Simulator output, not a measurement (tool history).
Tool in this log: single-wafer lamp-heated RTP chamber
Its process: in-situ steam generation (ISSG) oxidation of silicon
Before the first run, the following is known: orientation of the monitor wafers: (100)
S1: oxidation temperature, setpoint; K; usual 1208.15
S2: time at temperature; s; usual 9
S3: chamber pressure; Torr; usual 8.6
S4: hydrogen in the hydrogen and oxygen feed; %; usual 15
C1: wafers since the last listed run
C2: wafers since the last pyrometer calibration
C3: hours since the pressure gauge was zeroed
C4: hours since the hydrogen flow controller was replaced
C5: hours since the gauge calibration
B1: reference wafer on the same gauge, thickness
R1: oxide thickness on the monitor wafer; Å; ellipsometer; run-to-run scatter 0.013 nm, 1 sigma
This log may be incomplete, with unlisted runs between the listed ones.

run	hour	S1	S2	S3	S4	C1	C2	C3	C4	C5	B1	R1
1	0	1208.15	9	8.6	15	0	4152	4003.8	6965.5	68.4	2.393	27.63
2	15.7	1208.15	9	8.6	15	207	4360	4019.5	6981.2	84.1	2.392	27.54
3	30.7	1208.15	9	8.6	15	198	4559	4034.5	6996.2	99.1	2.395	27.91
4	40.3	1208.15	9	8.6	15	127	4686	4044.1	7005.8	108.7	2.386	27.65
5	53.5	1208.15	9	8.6	15	174	4860	4057.3	7019	121.9	2.389	27.51
6	81.2	1208.15	9	8.6	15	366	5227	4085	7046.7	149.6	2.392	27.79
7	93.9	1208.15	9	9.7	15	168	5395	4097.7	7059.4	162.3	2.39	27.42
8	109.9	1208.15	9	9.7	15	211	5606	4113.7	7075.4	178.3	2.391	27.67
9	120.6	1208.15	9	9.7	15	141	5748	4124.4	7086.1	189	2.394	27.75
10	129.2	1208.15	10	8.6	15	113	5862	4133	7094.7	197.6	2.396	28.82
11	136.1	1208.15	10	8.6	15	91	5953	4139.9	7101.6	204.5	2.392	28.94
12	148.3	1208.15	10	8.6	15	161	6115	4152.1	7113.8	216.7	2.391	28.82
# hour 157.8: pyrometer window cleaned and pyrometer calibrated
13	160.3	1208.15	9	9.3	15	52	32	4164.1	7125.8	228.7	2.394	27.57
14	171.2	1208.15	9	8.6	15	144	177	4175	7136.7	239.6	2.389	27.77
15	186.8	1197.15	9	9.6	15	206	383	4190.6	7152.3	255.2	2.391	26.77
16	195	1208.15	9	8.6	15	108	491	4198.8	7160.5	263.4	2.391	27.84
17	206.5	1215.15	10	9.9	15	152	644	4210.3	7172	274.9	2.387	28.77
# hour 217.2: gauge calibrated
18	221.1	1208.15	9	8.6	15	193	837	4224.9	7186.6	3.9	2.393	27.69
19	231	1194.15	9	8.6	11	130	968	4234.8	7196.5	13.8	2.384	25.19
# hour 246.1: hydrogen flow controller replaced
# hour 248.3: pressure gauge zeroed
20	248.8	1192.15	9	8.6	15	101	1069	0.5	2.7	31.6	2.392	27
21	255.5	1199.15	9	8.6	21	88	1158	7.2	9.4	38.3	2.389	29.64
22	261.9	1202.15	11	8.6	15	84	1242	13.6	15.8	44.7	2.392	29.46
23	306.1	1227.15	6	7.4	11	584	1827	57.8	60	88.9	2.394	22.94
24	359.6	1215.15	11	9.3	11	707	2535	111.3	113.5	142.4	2.388	27.96
25	377.1	1208.15	9	8.6	20	231	2767	128.8	131	159.9	2.389	29.91
26	393.7	1194.15	7	8.6	22	219	2986	145.4	147.6	176.5	2.384	27.47

Predict each of these 3 candidate next runs independently; none follows another, all start after run 26:
A	394.1	1208.15	9	8.6	15	5	2992	145.8	148	176.9	?	?
B	394.1	1208.15	9	8.6	11	5	2992	145.8	148	176.9	?	?
C	394.1	1208.15	11	8.6	24	5	2992	145.8	148	176.9	?	?

run	B1	R1
A	2.393	27.78
B	2.393	25.86
C	2.393	33.42
The same runs, with their run-to-run variation unchanged, on a tool lacking any hidden condition would have given:
run	R1
A	27.78
B	25.86
C	33.42
